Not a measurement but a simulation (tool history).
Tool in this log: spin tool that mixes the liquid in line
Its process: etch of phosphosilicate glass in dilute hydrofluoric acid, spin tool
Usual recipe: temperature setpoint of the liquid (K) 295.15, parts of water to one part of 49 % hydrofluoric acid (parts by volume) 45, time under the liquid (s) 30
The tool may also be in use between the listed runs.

| run | hour | temperature setpoint of the liquid (K) | parts of water to one part of 49 % hydrofluoric acid (parts by volume) | time under the liquid (s) | read-back film thickness of the phosphosilicate glass reference wafer, read on the same gauge (nm) | thickness taken off the phosphosilicate glass on a monitor wafer (nm) |
|---|---|---|---|---|---|---|
| 1 | 0 | 295.15 | 45 | 30 | 59.98 | 52.08 |
|  | 6.7 | gauge calibrated |
| 2 | 10.7 | 295.15 | 45 | 30 | 60 | 51.21 |
| 3 | 26.6 | 295.15 | 45 | 30 | 60 | 51.97 |
| 4 | 38.7 | 295.15 | 45 | 30 | 60 | 51.5 |
| 5 | 55 | 295.15 | 45 | 30 | 59.99 | 50.83 |
| 6 | 70.9 | 295.15 | 45 | 30 | 60.02 | 51.51 |
| 7 | 82.5 | 295.15 | 45 | 30 | 60 | 51.18 |
|  | 110 | thermometer replaced |
| 8 | 110.5 | 295.15 | 45 | 30 | 60 | 51.44 |
| 9 | 122.2 | 293.65 | 45 | 30 | 60.01 | 49.15 |
|  | 128.4 | hydrofluoric acid flow meter replaced |
|  | 131.5 | gauge calibrated |
| 10 | 137.6 | 299.65 | 30 | 45 | 60 | 141.77 |
| 11 | 153.9 | 293.65 | 65 | 50 | 59.99 | 54.49 |
| 12 | 162.2 | 295.15 | 45 | 30 | 59.99 | 51.79 |
| 13 | 177.1 | 291.65 | 65 | 40 | 60.01 | 40.04 |
| 14 | 212.4 | 295.15 | 30 | 30 | 59.97 | 79.31 |
| 15 | 224.3 | 299.65 | 30 | 30 | 59.98 | 95.44 |
| 16 | 235.4 | 295.15 | 45 | 30 | 60.01 | 52.21 |

Predict each of these 3 candidate next runs independently; none follows another, all start after run 16:
| A | 235.8 | 295.15 | 45 | 30 | ? | ? |
| B | 235.8 | 295.15 | 45 | 40 | ? | ? |
| C | 235.8 | 298.15 | 30 | 15 | ? | ? |

| run | read-back film thickness of the phosphosilicate glass reference wafer, read on the same gauge (nm) | thickness taken off the phosphosilicate glass on a monitor wafer (nm) |
|---|---|---|
| A | 60.01 | 51.63 |
| B | 60.01 | 68.84 |
| C | 60.01 | 44.77 |
Without the tool's unlogged condition, the same runs would have read:
| run | thickness taken off the phosphosilicate glass on a monitor wafer (nm) |
|---|---|
| A | 51.63 |
| B | 68.84 |
| C | 44.77 |
